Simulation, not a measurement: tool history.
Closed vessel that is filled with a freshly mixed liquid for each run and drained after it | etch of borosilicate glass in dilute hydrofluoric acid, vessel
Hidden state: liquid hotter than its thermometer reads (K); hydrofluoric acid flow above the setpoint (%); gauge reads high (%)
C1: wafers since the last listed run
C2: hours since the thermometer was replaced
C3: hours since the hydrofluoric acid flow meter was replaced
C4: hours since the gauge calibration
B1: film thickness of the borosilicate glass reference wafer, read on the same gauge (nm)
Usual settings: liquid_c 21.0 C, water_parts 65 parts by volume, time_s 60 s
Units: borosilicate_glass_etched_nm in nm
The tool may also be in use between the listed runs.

Run 1, hour 0.0: usual settings but time_s 35 s; C1 0; C2 1507.8; C3 2244.8; C4 99.3; B1 80.00. Result: borosilicate_glass_etched_nm 16.64 nm.
At hour 5.0: gauge calibrated.
Run 2, hour 15.4: usual settings but time_s 75 s; C1 1383; C2 1523.2; C3 2260.2; C4 10.4; B1 80.00. Result: borosilicate_glass_etched_nm 35.90 nm.
Run 3, hour 31.1: usual settings but time_s 75 s; C1 1410; C2 1538.9; C3 2275.9; C4 26.1; B1 80.01. Result: borosilicate_glass_etched_nm 35.76 nm.
Run 4, hour 45.4: usual settings but time_s 75 s; C1 1284; C2 1553.2; C3 2290.2; C4 40.4; B1 80.01. Result: borosilicate_glass_etched_nm 35.84 nm.
Run 5, hour 51.8: usual settings but water_parts 50 parts by volume; C1 574; C2 1559.6; C3 2296.6; C4 46.8; B1 80.00. Result: borosilicate_glass_etched_nm 38.07 nm.
Run 6, hour 63.0: usual settings but water_parts 55 parts by volume; C1 1006; C2 1570.8; C3 2307.8; C4 58.0; B1 79.99. Result: borosilicate_glass_etched_nm 34.29 nm.
Run 7, hour 78.7: usual settings but water_parts 55 parts by volume; C1 1410; C2 1586.5; C3 2323.5; C4 73.7; B1 80.00. Result: borosilicate_glass_etched_nm 34.35 nm.
Run 8, hour 93.4: usual settings; C1 1320; C2 1601.2; C3 2338.2; C4 88.4; B1 79.98. Result: borosilicate_glass_etched_nm 28.86 nm.
Run 9, hour 99.6: usual settings but liquid_c 24.0 C, water_parts 90 parts by volume, time_s 75 s; C1 556; C2 1607.4; C3 2344.4; C4 94.6; B1 80.02. Result: borosilicate_glass_etched_nm 28.50 nm.
At hour 106.1: thermometer replaced.
At hour 107.4: gauge calibrated.
Run 10, hour 110.8: usual settings but liquid_c 17.5 C; C1 916; C2 4.7; C3 2355.6; C4 3.4; B1 79.99. Result: borosilicate_glass_etched_nm 24.85 nm.
At hour 115.3: hydrofluoric acid flow meter replaced.
Run 11, hour 116.9: usual settings but liquid_c 17.5 C, water_parts 55 parts by volume, time_s 35 s; C1 458; C2 10.8; C3 1.6; C4 9.5; B1 80.00. Result: borosilicate_glass_etched_nm 15.31 nm.
Run 12, hour 123.4: usual settings but liquid_c 19.0 C; C1 583; C2 17.3; C3 8.1; C4 16.0; B1 79.99. Result: borosilicate_glass_etched_nm 23.48 nm.
Run 13, hour 140.0: usual settings but time_s 50 s; C1 1491; C2 33.9; C3 24.7; C4 32.6; B1 80.02. Result: borosilicate_glass_etched_nm 21.35 nm.
Run 14, hour 154.5: usual settings but water_parts 90 parts by volume; C1 1302; C2 48.4; C3 39.2; C4 47.1; B1 80.00. Result: borosilicate_glass_etched_nm 17.97 nm.

Forecast each of these 5 alternatives for the next run:
Run A, hour 155.2: usual settings; C1 62; C2 49.1; C3 39.9; C4 47.8; B1 ?. Result: borosilicate_glass_etched_nm ?.
Run B, hour 155.2: usual settings but time_s 45 s; C1 62; C2 49.1; C3 39.9; C4 47.8; B1 ?. Result: borosilicate_glass_etched_nm ?.
Run C, hour 155.2: usual settings but time_s 90 s; C1 62; C2 49.1; C3 39.9; C4 47.8; B1 ?. Result: borosilicate_glass_etched_nm ?.
Run D, hour 155.2: usual settings but liquid_c 18.0 C, water_parts 90 parts by volume; C1 62; C2 49.1; C3 39.9; C4 47.8; B1 ?. Result: borosilicate_glass_etched_nm ?.
Run E, hour 155.2: usual settings but time_s 40 s; C1 62; C2 49.1; C3 39.9; C4 47.8; B1 ?. Result: borosilicate_glass_etched_nm ?.

run     B1  borosilicate_glass_etched_nm
  A  80.00                         25.60
  B  80.00                         19.20
  C  80.00                         38.40
  D  80.00                         15.85
  E  80.00                         17.07
Without the tool's hidden state the same runs would have given:
run  borosilicate_glass_etched_nm
  A                         25.49
  B                         19.12
  C                         38.23
  D                         15.78
  E                         16.99
